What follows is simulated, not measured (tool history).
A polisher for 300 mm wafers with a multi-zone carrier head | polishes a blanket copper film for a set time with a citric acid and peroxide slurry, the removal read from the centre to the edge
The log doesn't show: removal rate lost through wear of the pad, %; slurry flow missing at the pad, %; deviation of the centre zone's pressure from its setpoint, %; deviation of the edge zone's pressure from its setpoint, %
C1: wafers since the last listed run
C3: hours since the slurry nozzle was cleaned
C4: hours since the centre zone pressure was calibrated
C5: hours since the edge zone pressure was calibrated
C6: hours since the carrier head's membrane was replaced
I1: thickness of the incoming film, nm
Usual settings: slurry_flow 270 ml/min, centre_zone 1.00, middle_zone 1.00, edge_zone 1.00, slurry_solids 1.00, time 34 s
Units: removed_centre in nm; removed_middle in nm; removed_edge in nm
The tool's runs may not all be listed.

Run 1, hour 0.0: usual settings but middle_zone 0.95; C1 0; wafers polished on this pad 981; C3 0.5; C4 205.2; C5 179.1; C6 248.3; I1 600.4. Result: removed_centre 59.8 nm, removed_middle 57.4 nm, removed_edge 60.4 nm.
Run 2, hour 15.4: usual settings but middle_zone 1.09, slurry_solids 1.15, time 29 s; C1 107; wafers polished on this pad 1088; C3 15.9; C4 220.6; C5 194.5; C6 263.7; I1 594.1. Result: removed_centre 52.5 nm, removed_middle 56.6 nm, removed_edge 52.1 nm.
Run 3, hour 33.4: usual settings but slurry_flow 315 ml/min, middle_zone 1.07, edge_zone 0.89, time 30 s; C1 125; wafers polished on this pad 1214; C3 33.9; C4 238.6; C5 212.5; C6 281.7; I1 594.0. Result: removed_centre 53.9 nm, removed_middle 57.2 nm, removed_edge 51.2 nm.
Run 4, hour 58.1: usual settings but middle_zone 1.05, edge_zone 1.04, time 37 s; C1 172; wafers polished on this pad 1387; C3 58.6; C4 263.3; C5 237.2; C6 306.4; I1 601.3. Result: removed_centre 65.1 nm, removed_middle 68.5 nm, removed_edge 65.3 nm.
Run 5, hour 90.5: usual settings but edge_zone 1.10; C1 226; wafers polished on this pad 1613; C3 91.0; C4 295.7; C5 269.6; C6 338.8; I1 605.8. Result: removed_centre 59.0 nm, removed_middle 58.6 nm, removed_edge 60.6 nm.
Run 6, hour 114.4: usual settings but edge_zone 0.92, time 27 s; C1 166; wafers polished on this pad 1780; C3 114.9; C4 319.6; C5 293.5; C6 362.7; I1 610.3. Result: removed_centre 46.6 nm, removed_middle 45.8 nm, removed_edge 45.0 nm.
At hour 123.8: worn pad replaced by a new one.
Run 7, hour 142.0: usual settings; C1 164; wafers polished on this pad 127; C3 142.5; C4 347.2; C5 321.1; C6 390.3; I1 591.7. Result: removed_centre 61.1 nm, removed_middle 61.1 nm, removed_edge 60.1 nm.
Run 8, hour 164.3: usual settings but centre_zone 0.91, time 40 s; C1 155; wafers polished on this pad 283; C3 164.8; C4 369.5; C5 343.4; C6 412.6; I1 609.4. Result: removed_centre 65.1 nm, removed_middle 71.9 nm, removed_edge 72.2 nm.
Run 9, hour 190.1: usual settings but slurry_flow 350 ml/min, edge_zone 1.11; C1 180; wafers polished on this pad 463; C3 190.6; C4 395.3; C5 369.2; C6 438.4; I1 593.2. Result: removed_centre 61.3 nm, removed_middle 62.1 nm, removed_edge 63.6 nm.
Run 10, hour 223.5: usual settings but slurry_flow 225 ml/min, centre_zone 0.89, edge_zone 0.93, slurry_solids 1.10; C1 233; wafers polished on this pad 696; C3 224.0; C4 428.7; C5 402.6; C6 471.8; I1 600.1. Result: removed_centre 53.6 nm, removed_middle 60.8 nm, removed_edge 57.9 nm.
Run 11, hour 248.2: usual settings; C1 172; wafers polished on this pad 869; C3 248.7; C4 453.4; C5 427.3; C6 496.5; I1 596.8. Result: removed_centre 59.6 nm, removed_middle 60.5 nm, removed_edge 59.1 nm.
Run 12, hour 265.0: usual settings but centre_zone 0.92; C1 117; wafers polished on this pad 986; C3 265.5; C4 470.2; C5 444.1; C6 513.3; I1 598.0. Result: removed_centre 54.7 nm, removed_middle 60.9 nm, removed_edge 59.1 nm.
Run 13, hour 297.8: usual settings but centre_zone 0.91, time 40 s; C1 229; wafers polished on this pad 1216; C3 298.3; C4 503.0; C5 476.9; C6 546.1; I1 605.1. Result: removed_centre 64.2 nm, removed_middle 71.0 nm, removed_edge 70.2 nm.
Run 14, hour 315.4: usual settings but centre_zone 1.06, time 40 s; C1 122; wafers polished on this pad 1339; C3 315.9; C4 520.6; C5 494.5; C6 563.7; I1 599.3. Result: removed_centre 74.2 nm, removed_middle 70.0 nm, removed_edge 69.1 nm.
Run 15, hour 334.8: usual settings; C1 135; wafers polished on this pad 1474; C3 335.3; C4 540.0; C5 513.9; C6 583.1; I1 591.0. Result: removed_centre 58.4 nm, removed_middle 59.0 nm, removed_edge 58.9 nm.
Run 16, hour 386.3: usual settings but slurry_flow 225 ml/min, centre_zone 0.89, edge_zone 0.93, slurry_solids 1.10; C1 359; wafers polished on this pad 1834; C3 386.8; C4 591.5; C5 565.4; C6 634.6; I1 608.1. Result: removed_centre 50.8 nm, removed_middle 58.8 nm, removed_edge 54.4 nm.
Run 17, hour 424.3: usual settings but middle_zone 0.96; C1 265; wafers polished on this pad 2099; C3 424.8; C4 629.5; C5 603.4; C6 672.6; I1 599.6. Result: removed_centre 56.3 nm, removed_middle 55.2 nm, removed_edge 57.7 nm.
At hour 447.3: worn pad replaced by a new one.
Run 18, hour 523.8: usual settings but slurry_flow 305 ml/min, centre_zone 0.91, edge_zone 0.92; C1 667; wafers polished on this pad 534; C3 524.3; C4 729.0; C5 702.9; C6 772.1; I1 605.2. Result: removed_centre 56.0 nm, removed_middle 62.4 nm, removed_edge 58.5 nm.
Run 19, hour 617.8: usual settings but edge_zone 1.12; C1 656; wafers polished on this pad 1191; C3 618.3; C4 823.0; C5 796.9; C6 866.1; I1 606.3. Result: removed_centre 60.6 nm, removed_middle 61.4 nm, removed_edge 63.9 nm.
At hour 712.1: worn pad replaced by a new one.
Run 20, hour 718.2: usual settings but slurry_solids 1.25, time 40 s; C1 673; wafers polished on this pad 42; C3 718.7; C4 923.4; C5 897.3; C6 966.5; I1 599.5. Result: removed_centre 74.9 nm, removed_middle 75.7 nm, removed_edge 74.2 nm.
Run 21, hour 734.0: usual settings but slurry_flow 180 ml/min, centre_zone 1.05, middle_zone 0.94, edge_zone 0.95; C1 110; wafers polished on this pad 152; C3 734.5; C4 939.2; C5 913.1; C6 982.3; I1 591.6. Result: removed_centre 59.1 nm, removed_middle 55.0 nm, removed_edge 56.8 nm.

Forecast each of these 5 alternatives for the next run:
Run A, hour 734.4: usual settings but middle_zone 1.07; C1 2; wafers polished on this pad 155; C3 734.9; C4 939.6; C5 913.5; C6 982.7; I1 607.1. Result: removed_centre ?, removed_middle ?, removed_edge ?.
Run B, hour 734.4: usual settings but slurry_flow 245 ml/min; C1 2; wafers polished on this pad 155; C3 734.9; C4 939.6; C5 913.5; C6 982.7; I1 607.1. Result: removed_centre ?, removed_middle ?, removed_edge ?.
Run C, hour 734.4: usual settings but slurry_flow 310 ml/min, centre_zone 0.88, time 23 s; C1 2; wafers polished on this pad 155; C3 734.9; C4 939.6; C5 913.5; C6 982.7; I1 607.1. Result: removed_centre ?, removed_middle ?, removed_edge ?.
Run D, hour 734.4: usual settings but slurry_flow 300 ml/min, centre_zone 0.95; C1 2; wafers polished on this pad 155; C3 734.9; C4 939.6; C5 913.5; C6 982.7; I1 607.1. Result: removed_centre ?, removed_middle ?, removed_edge ?.
Run E, hour 734.4: usual settings but slurry_flow 230 ml/min, centre_zone 0.94, middle_zone 1.04, time 26 s; C1 2; wafers polished on this pad 155; C3 734.9; C4 939.6; C5 913.5; C6 982.7; I1 607.1. Result: removed_centre ?, removed_middle ?, removed_edge ?.

run  removed_centre  removed_middle  removed_edge
  A            60.3            65.3          60.4
  B            59.5            61.0          59.9
  C            36.6            42.4          41.4
  D            58.1            62.4          61.0
  E            42.5            47.8          45.5
Without the tool's hidden state the same runs would have given:
run  removed_centre  removed_middle  removed_edge
  A            60.6            65.6          60.6
  B            59.8            61.2          60.2
  C            36.8            42.5          41.5
  D            58.3            62.7          61.2
  E            42.6            48.0          45.7
